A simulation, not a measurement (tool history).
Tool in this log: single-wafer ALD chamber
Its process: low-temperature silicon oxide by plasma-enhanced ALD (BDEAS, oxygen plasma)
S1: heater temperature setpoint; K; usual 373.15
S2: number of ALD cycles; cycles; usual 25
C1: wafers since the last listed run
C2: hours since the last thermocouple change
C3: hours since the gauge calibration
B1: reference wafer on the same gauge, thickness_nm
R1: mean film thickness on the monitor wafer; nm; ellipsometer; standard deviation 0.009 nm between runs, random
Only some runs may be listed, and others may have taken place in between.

{"run": 1, "hour": 0.0, "S1": 373.15, "S2": 25, "C1": 0, "C2": 2629.2, "C3": 56.1, "B1": 3.83, "R1": 3.588}
{"run": 2, "hour": 13.9, "S1": 373.15, "S2": 25, "C1": 109, "C2": 2643.1, "C3": 70.0, "B1": 3.832, "R1": 3.576}
{"run": 3, "hour": 25.3, "S1": 373.15, "S2": 21, "C1": 89, "C2": 2654.5, "C3": 81.4, "B1": 3.828, "R1": 3.014}
{"run": 4, "hour": 34.9, "S1": 373.15, "S2": 25, "C1": 75, "C2": 2664.1, "C3": 91.0, "B1": 3.831, "R1": 3.602}
{"run": 5, "hour": 44.2, "S1": 373.15, "S2": 27, "C1": 73, "C2": 2673.4, "C3": 100.3, "B1": 3.829, "R1": 3.871}
{"run": 6, "hour": 57.6, "S1": 373.15, "S2": 22, "C1": 105, "C2": 2686.8, "C3": 113.7, "B1": 3.831, "R1": 3.145}
{"run": 7, "hour": 72.0, "S1": 373.15, "S2": 22, "C1": 113, "C2": 2701.2, "C3": 128.1, "B1": 3.832, "R1": 3.156}
{"run": 8, "hour": 83.4, "S1": 373.15, "S2": 25, "C1": 89, "C2": 2712.6, "C3": 139.5, "B1": 3.831, "R1": 3.598}
{"run": 9, "hour": 94.9, "S1": 383.15, "S2": 29, "C1": 90, "C2": 2724.1, "C3": 151.0, "B1": 3.828, "R1": 4.09}
{"run": 10, "hour": 104.2, "S1": 364.15, "S2": 23, "C1": 73, "C2": 2733.4, "C3": 160.3, "B1": 3.828, "R1": 3.395}
{"hour": 109.3, "done": "gauge calibrated"}
{"run": 11, "hour": 112.8, "S1": 378.15, "S2": 27, "C1": 67, "C2": 2742.0, "C3": 3.5, "B1": 3.829, "R1": 3.821}
{"hour": 129.4, "done": "thermocouple changed; heater temperature recalibrated"}
{"run": 12, "hour": 130.5, "S1": 373.15, "S2": 23, "C1": 76, "C2": 1.1, "C3": 21.2, "B1": 3.828, "R1": 3.297}
{"run": 13, "hour": 138.1, "S1": 379.15, "S2": 28, "C1": 59, "C2": 8.7, "C3": 28.8, "B1": 3.832, "R1": 3.979}
{"run": 14, "hour": 151.3, "S1": 373.15, "S2": 25, "C1": 103, "C2": 21.9, "C3": 42.0, "B1": 3.831, "R1": 3.59}
{"run": 15, "hour": 165.7, "S1": 366.15, "S2": 24, "C1": 113, "C2": 36.3, "C3": 56.4, "B1": 3.831, "R1": 3.519}
{"run": 16, "hour": 179.6, "S1": 373.15, "S2": 22, "C1": 109, "C2": 50.2, "C3": 70.3, "B1": 3.83, "R1": 3.158}
{"run": 17, "hour": 189.5, "S1": 373.15, "S2": 25, "C1": 77, "C2": 60.1, "C3": 80.2, "B1": 3.829, "R1": 3.578}
{"run": 18, "hour": 204.4, "S1": 377.15, "S2": 20, "C1": 117, "C2": 75.0, "C3": 95.1, "B1": 3.831, "R1": 2.844}

Predict each of these 5 candidate next runs independently; none follows another, all start after run 18:
{"run": "A", "hour": 204.8, "S1": 373.15, "S2": 25, "C1": 3, "C2": 75.4, "C3": 95.5, "B1": "?", "R1": "?"}
{"run": "B", "hour": 204.8, "S1": 382.15, "S2": 26, "C1": 3, "C2": 75.4, "C3": 95.5, "B1": "?", "R1": "?"}
{"run": "C", "hour": 204.8, "S1": 386.15, "S2": 27, "C1": 3, "C2": 75.4, "C3": 95.5, "B1": "?", "R1": "?"}
{"run": "D", "hour": 204.8, "S1": 364.15, "S2": 25, "C1": 3, "C2": 75.4, "C3": 95.5, "B1": "?", "R1": "?"}
{"run": "E", "hour": 204.8, "S1": 359.15, "S2": 22, "C1": 3, "C2": 75.4, "C3": 95.5, "B1": "?", "R1": "?"}

run=A B1=3.830 R1=3.568
run=B B1=3.830 R1=3.658
run=C B1=3.830 R1=3.774
run=D B1=3.830 R1=3.670
run=E B1=3.830 R1=3.280
With no hidden state in the tool, these same runs would have given:
run=A R1=3.568
run=B R1=3.658
run=C R1=3.774
run=D R1=3.670
run=E R1=3.280
